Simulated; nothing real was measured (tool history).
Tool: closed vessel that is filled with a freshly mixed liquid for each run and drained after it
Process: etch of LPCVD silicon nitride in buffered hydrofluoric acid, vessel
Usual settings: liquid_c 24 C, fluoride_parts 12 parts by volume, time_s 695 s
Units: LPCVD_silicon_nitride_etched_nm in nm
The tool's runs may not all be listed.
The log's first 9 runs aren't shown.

run,hour,liquid_c,fluoride_parts,time_s,"read-back film thickness of the LPCVD silicon nitride reference wafer, read on the same gauge (nm)",LPCVD_silicon_nitride_etched_nm
10,158.6,26.5,10.5,435,140.01,7.04
11,176,26.5,17,695,139.93,6.9
12,186.2,24,14,695,139.99,7.44
# hour 189.8: gauge calibrated
# hour 192.7: hydrofluoric acid flow meter replaced
13,203.6,19.5,14.5,695,140.06,5.19
14,214.9,24,12,550,140.04,6.4
15,227,24,12,1025,140.02,11.93
# hour 230.7: thermometer replaced
16,238.8,24,12,695,139.98,8.11
17,253.1,19,12,835,139.99,7.28
18,303.1,19.5,12,695,140.05,6.22
19,316.5,27.5,9.5,300,139.95,5.2
20,330.4,24,12,695,139.96,8.02
21,338.7,24,14.5,1070,140.02,10.26
# hour 348.3: hydrofluoric acid flow meter replaced, repeated, since the last time left the tool worse
22,356.7,26.5,17,695,139.97,7.49
23,370.2,22.5,15,845,140.03,8.33
24,385.7,24,12,695,139.98,9.25
25,403.1,19,8,295,140.05,4.25
26,414.6,24,14.5,695,139.99,7.64
27,425.4,24,12,1070,140.03,14.28
28,432.7,25.5,12,695,139.98,9.91
29,442.9,28.5,9,1030,140.02,22.06
30,457.1,27.5,8.5,480,139.99,10.47
31,470.4,26,13.5,915,140.05,12.04
32,483.3,24,12,460,139.97,6

Forecast each of these 4 alternatives for the next run:
A,484.1,24,17,695,?,?
B,484.1,22,12,695,?,?
C,484.1,26,10.5,695,?,?
D,484.1,24,16.5,450,?,?

run,"read-back film thickness of the LPCVD silicon nitride reference wafer, read on the same gauge (nm)",LPCVD_silicon_nitride_etched_nm
A,140.02,6.66
B,140.02,8.39
C,140.02,11.89
D,140.02,4.44
Without the tool's hidden state the same runs would have given:
run,LPCVD_silicon_nitride_etched_nm
A,6.82
B,8.6
C,12.19
D,4.55
